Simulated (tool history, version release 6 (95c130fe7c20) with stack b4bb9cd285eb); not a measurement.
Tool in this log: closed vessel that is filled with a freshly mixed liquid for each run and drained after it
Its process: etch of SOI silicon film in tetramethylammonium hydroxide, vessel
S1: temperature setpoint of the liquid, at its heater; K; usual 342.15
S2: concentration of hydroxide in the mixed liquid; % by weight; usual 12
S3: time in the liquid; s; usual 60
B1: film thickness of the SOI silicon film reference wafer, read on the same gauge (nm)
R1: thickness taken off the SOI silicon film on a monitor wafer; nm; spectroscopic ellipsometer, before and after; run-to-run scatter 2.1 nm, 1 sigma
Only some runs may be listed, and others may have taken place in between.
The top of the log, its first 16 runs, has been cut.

| run | day | S1 | S2 | S3 | B1 | R1 |
|---|---|---|---|---|---|---|
| 17 | 33.054 | 342.15 | 10 | 60 | 30 | 384.1 |
| 18 | 35.35 | 342.15 | 12 | 75 | 29.97 | 450.25 |
| 19 | 38.088 | 342.15 | 12 | 60 | 30.05 | 356.63 |
| 20 | 40.425 | 336.15 | 15.5 | 90 | 30.01 | 330.44 |
| 21 | 42.888 | 336.15 | 12 | 60 | 30.03 | 245.01 |
| 22 | 44.133 | 338.65 | 9 | 80 | 30.02 | 426.27 |
| 23 | 45.717 | 342.15 | 12 | 60 | 30.01 | 351 |
|  | 48.192 | thermometer replaced |
| 24 | 48.508 | 349.15 | 12 | 70 | 30.04 | 628.69 |
|  | 48.867 | hydroxide flow meter replaced |
| 25 | 50.242 | 345.65 | 13.5 | 60 | 30.01 | 443.7 |
| 26 | 51.975 | 338.15 | 13.5 | 70 | 30 | 328.84 |
| 27 | 53.379 | 349.65 | 10 | 40 | 30.02 | 411.1 |
| 28 | 54.783 | 342.15 | 14.5 | 40 | 30.01 | 229.23 |
| 29 | 57.008 | 338.65 | 9.5 | 40 | 30 | 221.3 |
| 30 | 58.154 | 342.15 | 9.5 | 30 | 30.01 | 204.47 |
| 31 | 59.804 | 342.15 | 12 | 60 | 30.02 | 369.58 |
| 32 | 61.896 | 342.15 | 14 | 70 | 29.98 | 401.6 |
| 33 | 64.404 | 342.15 | 9.5 | 35 | 29.98 | 232.84 |
| 34 | 66.875 | 344.15 | 9 | 95 | 29.97 | 731.1 |
| 35 | 69.054 | 342.15 | 12 | 60 | 29.98 | 364.85 |

Each row is a separate what-if for the run after 35, all from the same tool condition, not one after another. Results?
| A | 69.083 | 342.15 | 12 | 60 | ? | ? |
| B | 69.083 | 344.65 | 12 | 90 | ? | ? |
| C | 69.083 | 342.15 | 9.5 | 80 | ? | ? |

| run | B1 | R1 |
|---|---|---|
| A | 30.03 | 369.16 |
| B | 30.03 | 641.41 |
| C | 30.03 | 536.88 |
With no hidden state in the tool, these same runs would have given:
| run | R1 |
|---|---|
| A | 385.64 |
| B | 669.75 |
| C | 560.55 |
